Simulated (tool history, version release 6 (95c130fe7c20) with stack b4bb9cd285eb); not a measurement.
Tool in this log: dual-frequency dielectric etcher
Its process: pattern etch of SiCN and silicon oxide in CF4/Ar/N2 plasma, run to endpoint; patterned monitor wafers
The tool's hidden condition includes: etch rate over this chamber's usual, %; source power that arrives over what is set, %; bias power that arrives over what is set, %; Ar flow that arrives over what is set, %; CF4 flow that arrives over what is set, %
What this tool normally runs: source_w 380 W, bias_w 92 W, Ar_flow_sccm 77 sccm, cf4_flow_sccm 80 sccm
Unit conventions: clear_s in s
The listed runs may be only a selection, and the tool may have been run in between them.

| run | day | source_w | bias_w | Ar_flow_sccm | cf4_flow_sccm | wafers since the last listed run | hours since the last wet clean | hours since the last source power generator calibration | hours since the last bias power generator calibration | hours since the last Ar flow controller change | hours since the last CF4 flow controller change | hours since the last upper electrode change | incoming incoming film thickness, nm | clear_s |
|---|---|---|---|---|---|---|---|---|---|---|---|---|---|---|
| 1 | 0.000 | 380 | 83 | 77 | 80 | 0 | 271.1 | 4381.6 | 3836.7 | 2087.4 | 3172.2 | 5203.8 | 13.34 | 15.5 |
| 2 | 0.533 | 380 | 92 | 87 | 80 | 141 | 283.9 | 4394.4 | 3849.5 | 2100.2 | 3185.0 | 5216.6 | 13.50 | 15.7 |
| 3 | 1.146 | 380 | 92 | 87 | 80 | 162 | 298.6 | 4409.1 | 3864.2 | 2114.9 | 3199.7 | 5231.3 | 13.36 | 15.6 |
| 4 | 1.783 | 380 | 92 | 77 | 91 | 168 | 313.9 | 4424.4 | 3879.5 | 2130.2 | 3215.0 | 5246.6 | 13.33 | 14.6 |
|  | 3.392 | upper electrode replaced |
| 5 | 3.412 | 380 | 92 | 77 | 91 | 166 | 353.0 | 4463.5 | 3918.6 | 2169.3 | 3254.1 | 0.5 | 13.31 | 15.0 |
| 6 | 3.425 | 380 | 92 | 77 | 91 | 3 | 353.3 | 4463.8 | 3918.9 | 2169.6 | 3254.4 | 0.8 | 13.32 | 14.6 |
| 7 | 3.438 | 380 | 92 | 77 | 64 | 3 | 353.6 | 4464.1 | 3919.2 | 2169.9 | 3254.7 | 1.1 | 13.26 | 15.5 |
| 8 | 3.900 | 380 | 92 | 77 | 64 | 122 | 364.7 | 4475.2 | 3930.3 | 2181.0 | 3265.8 | 12.2 | 13.41 | 15.6 |
| 9 | 4.638 | 380 | 92 | 77 | 64 | 195 | 382.4 | 4492.9 | 3948.0 | 2198.7 | 3283.5 | 29.9 | 13.15 | 15.4 |
| 10 | 5.012 | 380 | 92 | 77 | 67 | 99 | 391.4 | 4501.9 | 3957.0 | 2207.7 | 3292.5 | 38.9 | 13.22 | 15.4 |
|  | 5.821 | bias power generator calibrated |
| 11 | 5.842 | 380 | 97 | 77 | 80 | 175 | 411.3 | 4521.8 | 0.5 | 2227.6 | 3312.4 | 58.8 | 13.44 | 15.0 |
|  | 6.354 | Ar flow controller replaced |
| 12 | 6.375 | 380 | 97 | 77 | 80 | 75 | 424.1 | 4534.6 | 13.3 | 0.5 | 3325.2 | 71.6 | 13.40 | 14.8 |
| 13 | 6.846 | 380 | 92 | 95 | 80 | 124 | 435.4 | 4545.9 | 24.6 | 11.8 | 3336.5 | 82.9 | 13.30 | 15.7 |
|  | 7.454 | CF4 flow controller replaced |
| 14 | 7.475 | 420 | 76 | 83 | 87 | 100 | 450.5 | 4561.0 | 39.7 | 26.9 | 0.5 | 98.0 | 13.24 | 14.1 |
|  | 8.192 | source power generator calibrated |
|  | 9.212 | wet clean of the chamber |
| 15 | 9.233 | 280 | 107 | 77 | 67 | 156 | 0.5 | 25.0 | 81.9 | 69.1 | 42.7 | 140.2 | 13.14 | 21.4 |
| 16 | 9.246 | 380 | 92 | 89 | 80 | 3 | 0.8 | 25.3 | 82.2 | 69.4 | 43.0 | 140.5 | 13.22 | 15.3 |
| 17 | 9.258 | 380 | 92 | 77 | 80 | 3 | 1.1 | 25.6 | 82.5 | 69.7 | 43.3 | 140.8 | 13.31 | 15.1 |
| 18 | 9.342 | 330 | 106 | 77 | 80 | 22 | 3.1 | 27.6 | 84.5 | 71.7 | 45.3 | 142.8 | 13.40 | 17.2 |
| 19 | 9.712 | 470 | 92 | 77 | 70 | 98 | 12.0 | 36.5 | 93.4 | 80.6 | 54.2 | 151.7 | 13.42 | 12.2 |
| 20 | 10.125 | 460 | 92 | 77 | 80 | 109 | 21.9 | 46.4 | 103.3 | 90.5 | 64.1 | 161.6 | 13.26 | 12.3 |
| 21 | 10.612 | 380 | 92 | 77 | 80 | 129 | 33.6 | 58.1 | 115.0 | 102.2 | 75.8 | 173.3 | 13.14 | 14.9 |
| 22 | 10.942 | 380 | 92 | 87 | 80 | 87 | 41.5 | 66.0 | 122.9 | 110.1 | 83.7 | 181.2 | 13.30 | 15.2 |
| 23 | 11.317 | 420 | 105 | 67 | 86 | 99 | 50.5 | 75.0 | 131.9 | 119.1 | 92.7 | 190.2 | 13.38 | 12.9 |
| 24 | 11.633 | 380 | 92 | 70 | 80 | 83 | 58.1 | 82.6 | 139.5 | 126.7 | 100.3 | 197.8 | 13.37 | 14.8 |
| 25 | 12.267 | 380 | 78 | 77 | 80 | 167 | 73.3 | 97.8 | 154.7 | 141.9 | 115.5 | 213.0 | 13.42 | 15.9 |

Below are 3 alternative next runs, each starting from the tool's condition after run 25. Predict each:
| A | 12.283 | 380 | 92 | 77 | 80 | 4 | 73.7 | 98.2 | 155.1 | 142.3 | 115.9 | 213.4 | 13.29 | ? |
| B | 12.283 | 430 | 111 | 69 | 64 | 4 | 73.7 | 98.2 | 155.1 | 142.3 | 115.9 | 213.4 | 13.29 | ? |
| C | 12.283 | 420 | 92 | 77 | 80 | 4 | 73.7 | 98.2 | 155.1 | 142.3 | 115.9 | 213.4 | 13.29 | ? |

| run | clear_s |
|---|---|
| A | 15.2 |
| B | 12.8 |
| C | 13.6 |
The same runs, with their run-to-run variation unchanged, on a tool lacking any hidden condition would have given:
| run | clear_s |
|---|---|
| A | 15.2 |
| B | 12.8 |
| C | 13.6 |

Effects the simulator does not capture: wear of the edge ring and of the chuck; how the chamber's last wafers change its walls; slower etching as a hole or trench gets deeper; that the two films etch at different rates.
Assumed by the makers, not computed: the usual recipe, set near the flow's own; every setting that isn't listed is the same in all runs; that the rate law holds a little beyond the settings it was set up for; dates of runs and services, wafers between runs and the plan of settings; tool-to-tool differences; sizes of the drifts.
